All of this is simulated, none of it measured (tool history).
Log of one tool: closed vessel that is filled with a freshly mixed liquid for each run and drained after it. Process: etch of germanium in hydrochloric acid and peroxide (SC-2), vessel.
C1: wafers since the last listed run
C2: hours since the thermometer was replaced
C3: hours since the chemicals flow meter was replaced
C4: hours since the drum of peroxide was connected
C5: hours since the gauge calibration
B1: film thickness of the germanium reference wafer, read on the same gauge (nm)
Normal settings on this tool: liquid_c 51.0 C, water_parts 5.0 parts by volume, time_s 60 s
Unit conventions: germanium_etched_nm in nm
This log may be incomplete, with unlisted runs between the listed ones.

run 1 hour=0.0 | liquid_c=53.5 water_parts=5.0 time_s=60 | C1=0 C2=1505.8 C3=1427.5 C4=569.4 C5=728.2 | B1=119.13 | germanium_etched_nm=231.29
run 2 hour=53.9 | liquid_c=53.5 water_parts=5.0 time_s=60 | C1=6275 C2=1559.7 C3=1481.4 C4=623.3 C5=782.1 | B1=118.87 | germanium_etched_nm=234.52
run 3 hour=129.7 | liquid_c=53.5 water_parts=5.0 time_s=60 | C1=8825 C2=1635.5 C3=1557.2 C4=699.1 C5=857.9 | B1=118.49 | germanium_etched_nm=234.20
run 4 hour=212.9 | liquid_c=51.0 water_parts=5.0 time_s=60 | C1=9687 C2=1718.7 C3=1640.4 C4=782.3 C5=941.1 | B1=118.00 | germanium_etched_nm=215.94
run 5 hour=266.7 | liquid_c=58.0 water_parts=5.0 time_s=60 | C1=6264 C2=1772.5 C3=1694.2 C4=836.1 C5=994.9 | B1=117.67 | germanium_etched_nm=268.43
run 6 hour=326.4 | liquid_c=58.0 water_parts=5.0 time_s=60 | C1=6951 C2=1832.2 C3=1753.9 C4=895.8 C5=1054.6 | B1=117.32 | germanium_etched_nm=263.72
run 7 hour=386.1 | liquid_c=58.0 water_parts=5.0 time_s=60 | C1=6951 C2=1891.9 C3=1813.6 C4=955.5 C5=1114.3 | B1=116.83 | germanium_etched_nm=263.38
-- hour=678.3 chemicals flow meter replaced
run 8 hour=708.5 | liquid_c=51.0 water_parts=5.0 time_s=60 | C1=37423 C2=2214.3 C3=30.2 C4=1277.9 C5=1436.7 | B1=114.24 | germanium_etched_nm=208.29
-- hour=783.0 new drum of peroxide connected
-- hour=943.8 thermometer replaced
-- hour=970.2 gauge calibrated
run 9 hour=1027.5 | liquid_c=58.0 water_parts=4.0 time_s=60 | C1=36910 C2=83.7 C3=349.2 C4=244.5 C5=57.3 | B1=119.95 | germanium_etched_nm=271.18
run 10 hour=1089.3 | liquid_c=51.0 water_parts=4.0 time_s=60 | C1=7195 C2=145.5 C3=411.0 C4=306.3 C5=119.1 | B1=119.91 | germanium_etched_nm=216.81
run 11 hour=1136.0 | liquid_c=51.0 water_parts=5.0 time_s=60 | C1=5437 C2=192.2 C3=457.7 C4=353.0 C5=165.8 | B1=119.92 | germanium_etched_nm=221.86
run 12 hour=1188.4 | liquid_c=45.0 water_parts=5.0 time_s=60 | C1=6101 C2=244.6 C3=510.1 C4=405.4 C5=218.2 | B1=119.84 | germanium_etched_nm=176.86
run 13 hour=1265.0 | liquid_c=51.0 water_parts=4.0 time_s=50 | C1=8919 C2=321.2 C3=586.7 C4=482.0 C5=294.8 | B1=119.72 | germanium_etched_nm=181.52
run 14 hour=1332.6 | liquid_c=56.0 water_parts=4.0 time_s=90 | C1=7871 C2=388.8 C3=654.3 C4=549.6 C5=362.4 | B1=119.55 | germanium_etched_nm=385.40
run 15 hour=1407.6 | liquid_c=51.0 water_parts=7.5 time_s=60 | C1=8732 C2=463.8 C3=729.3 C4=624.6 C5=437.4 | B1=119.36 | germanium_etched_nm=213.18
run 16 hour=1498.2 | liquid_c=51.0 water_parts=5.0 time_s=60 | C1=10549 C2=554.4 C3=819.9 C4=715.2 C5=528.0 | B1=119.10 | germanium_etched_nm=216.31
run 17 hour=1557.2 | liquid_c=51.0 water_parts=5.0 time_s=85 | C1=6869 C2=613.4 C3=878.9 C4=774.2 C5=587.0 | B1=118.88 | germanium_etched_nm=305.70

Branching from run 17: 3 alternative next runs. What would each branch give?
run A hour=1557.9 | liquid_c=44.5 water_parts=5.0 time_s=60 | C1=81 C2=614.1 C3=879.6 C4=774.9 C5=587.7 | B1=? | germanium_etched_nm=?
run B hour=1557.9 | liquid_c=41.0 water_parts=6.5 time_s=70 | C1=81 C2=614.1 C3=879.6 C4=774.9 C5=587.7 | B1=? | germanium_etched_nm=?
run C hour=1557.9 | liquid_c=51.0 water_parts=7.0 time_s=45 | C1=81 C2=614.1 C3=879.6 C4=774.9 C5=587.7 | B1=? | germanium_etched_nm=?

run=A B1=118.91 germanium_etched_nm=174.19
run=B B1=118.91 germanium_etched_nm=179.26
run=C B1=118.91 germanium_etched_nm=159.43
Had the tool no hidden state, the same runs would have come out as:
run=A germanium_etched_nm=175.83
run=B germanium_etched_nm=180.95
run=C germanium_etched_nm=160.93

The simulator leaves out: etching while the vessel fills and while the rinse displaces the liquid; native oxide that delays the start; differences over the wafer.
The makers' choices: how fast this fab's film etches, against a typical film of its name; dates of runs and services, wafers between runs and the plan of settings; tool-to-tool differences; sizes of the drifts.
